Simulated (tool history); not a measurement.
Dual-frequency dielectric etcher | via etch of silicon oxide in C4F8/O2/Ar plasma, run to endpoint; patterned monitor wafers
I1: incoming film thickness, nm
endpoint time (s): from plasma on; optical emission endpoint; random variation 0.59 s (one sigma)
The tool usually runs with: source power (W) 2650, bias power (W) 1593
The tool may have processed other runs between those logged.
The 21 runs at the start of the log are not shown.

run 22 day=12.162 | source_power_(W)=2650 bias_power_(W)=1231 | I1=876.0 | endpoint_time_(s)=178.5
-- day=12.596 bias power generator calibrated
run 23 day=12.650 | source_power_(W)=3050 bias_power_(W)=1860 | I1=873.2 | endpoint_time_(s)=138.8
run 24 day=13.154 | source_power_(W)=2650 bias_power_(W)=1593 | I1=859.2 | endpoint_time_(s)=157.9
run 25 day=13.696 | source_power_(W)=3260 bias_power_(W)=1256 | I1=876.5 | endpoint_time_(s)=156.1
-- day=14.708 wet clean of the chamber
run 26 day=14.729 | source_power_(W)=3110 bias_power_(W)=1484 | I1=870.1 | endpoint_time_(s)=153.3
run 27 day=14.746 | source_power_(W)=2840 bias_power_(W)=1816 | I1=873.4 | endpoint_time_(s)=150.8
run 28 day=14.821 | source_power_(W)=2890 bias_power_(W)=1761 | I1=873.4 | endpoint_time_(s)=151.3
run 29 day=15.129 | source_power_(W)=2360 bias_power_(W)=1842 | I1=883.0 | endpoint_time_(s)=170.9
run 30 day=15.879 | source_power_(W)=3240 bias_power_(W)=1935 | I1=871.4 | endpoint_time_(s)=135.9
run 31 day=18.012 | source_power_(W)=2650 bias_power_(W)=1593 | I1=877.2 | endpoint_time_(s)=166.0
run 32 day=18.462 | source_power_(W)=3110 bias_power_(W)=1484 | I1=874.1 | endpoint_time_(s)=153.5
run 33 day=18.896 | source_power_(W)=3280 bias_power_(W)=1894 | I1=870.0 | endpoint_time_(s)=135.1
run 34 day=19.558 | source_power_(W)=2650 bias_power_(W)=1593 | I1=869.0 | endpoint_time_(s)=163.4

Each row is a separate what-if for the run after 34, all from the same tool condition, not one after another. Results?
run A day=19.579 | source_power_(W)=2650 bias_power_(W)=1593 | I1=868.1 | endpoint_time_(s)=?
run B day=19.579 | source_power_(W)=2050 bias_power_(W)=1793 | I1=868.1 | endpoint_time_(s)=?
run C day=19.579 | source_power_(W)=3110 bias_power_(W)=1223 | I1=868.1 | endpoint_time_(s)=?
run D day=19.579 | source_power_(W)=2070 bias_power_(W)=1593 | I1=868.1 | endpoint_time_(s)=?
run E day=19.579 | source_power_(W)=3060 bias_power_(W)=1975 | I1=868.1 | endpoint_time_(s)=?

run=A endpoint_time_(s)=163.5
run=B endpoint_time_(s)=187.5
run=C endpoint_time_(s)=163.0
run=D endpoint_time_(s)=194.8
run=E endpoint_time_(s)=138.2
With no hidden state in the tool, these same runs would have given:
run=A endpoint_time_(s)=164.4
run=B endpoint_time_(s)=188.5
run=C endpoint_time_(s)=163.9
run=D endpoint_time_(s)=195.8
run=E endpoint_time_(s)=139.0

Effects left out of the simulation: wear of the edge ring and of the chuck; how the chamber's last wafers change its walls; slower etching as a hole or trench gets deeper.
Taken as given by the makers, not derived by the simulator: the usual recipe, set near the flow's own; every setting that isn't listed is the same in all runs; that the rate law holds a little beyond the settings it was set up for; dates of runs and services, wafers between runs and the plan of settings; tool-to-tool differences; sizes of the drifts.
